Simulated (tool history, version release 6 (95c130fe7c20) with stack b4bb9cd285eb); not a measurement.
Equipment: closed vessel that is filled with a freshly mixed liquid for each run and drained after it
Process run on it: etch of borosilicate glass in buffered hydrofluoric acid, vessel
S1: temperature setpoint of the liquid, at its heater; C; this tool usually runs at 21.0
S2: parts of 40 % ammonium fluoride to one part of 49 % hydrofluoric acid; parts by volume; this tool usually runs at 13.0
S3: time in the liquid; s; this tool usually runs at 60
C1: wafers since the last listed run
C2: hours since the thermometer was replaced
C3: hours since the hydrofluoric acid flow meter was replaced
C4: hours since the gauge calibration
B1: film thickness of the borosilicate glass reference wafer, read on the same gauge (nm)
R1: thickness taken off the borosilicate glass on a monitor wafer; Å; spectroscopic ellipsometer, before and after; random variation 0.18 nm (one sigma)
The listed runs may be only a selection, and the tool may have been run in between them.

run	hour	S1	S2	S3	C1	C2	C3	C4	B1	R1
1	0.0	21.0	13.0	60	0	487.3	839.2	263.1	79.99	480.9
2	13.6	21.0	13.0	60	1895	500.9	852.8	276.7	80.01	477.2
3	24.4	21.0	13.0	60	1505	511.7	863.6	287.5	80.00	477.9
4	39.5	21.0	13.0	60	2104	526.8	878.7	302.6	80.01	477.1
5	45.9	21.0	13.0	60	892	533.2	885.1	309.0	79.99	474.7
6	61.0	17.0	13.0	60	2104	548.3	900.2	324.1	79.97	380.6
7	76.6	17.0	13.0	60	2174	563.9	915.8	339.7	79.99	379.6
8	91.7	21.0	13.0	60	2104	579.0	930.9	354.8	79.99	477.1
9	106.4	21.0	13.0	60	2049	593.7	945.6	369.5	80.00	475.8
10	121.6	21.0	13.0	60	2118	608.9	960.8	384.7	80.03	472.4
11	135.5	21.0	13.0	60	1937	622.8	974.7	398.6	80.02	474.1
# hour 147.3: hydrofluoric acid flow meter replaced
12	147.8	21.0	13.0	60	1575	635.1	0.5	410.9	80.00	474.3
# hour 153.8: gauge calibrated
13	161.2	21.0	13.0	60	1867	648.5	13.9	7.4	79.99	474.4
14	171.8	21.0	13.0	60	1477	659.1	24.5	18.0	80.01	472.7
15	182.2	19.5	16.5	35	1449	669.5	34.9	28.4	80.00	200.6
16	193.1	25.0	8.0	35	1519	680.4	45.8	39.3	79.98	543.9
17	205.8	21.0	11.0	60	1770	693.1	58.5	52.0	79.99	560.2
18	219.9	21.0	13.0	60	1965	707.2	72.6	66.1	80.02	473.1
19	233.6	22.5	16.0	30	1909	720.9	86.3	79.8	79.99	208.8
20	246.7	21.0	13.0	35	1826	734.0	99.4	92.9	80.03	274.3
21	255.4	21.0	13.0	90	1212	742.7	108.1	101.6	80.02	708.2
# hour 277.6: thermometer replaced
22	305.2	17.5	13.0	90	6802	27.6	157.9	151.4	79.97	602.9
23	316.9	26.0	11.5	45	1630	39.3	169.6	163.1	79.99	540.1
24	328.3	21.0	13.0	60	1589	50.7	181.0	174.5	80.02	488.9
25	341.3	21.0	13.0	60	1812	63.7	194.0	187.5	79.98	486.1
26	357.1	21.0	9.0	60	2202	79.5	209.8	203.3	80.00	678.3

Branching from run 26: 3 alternative next runs. What would each branch give?
A	357.8	21.0	13.0	80	97	80.2	210.5	204.0	?	?
B	357.8	21.0	11.5	60	97	80.2	210.5	204.0	?	?
C	357.8	23.0	10.0	60	97	80.2	210.5	204.0	?	?

run	B1	R1
A	80.03	648.5
B	80.03	549.1
C	80.03	702.6
With no hidden state in the tool, these same runs would have given:
run	R1
A	652.8
B	552.7
C	707.1
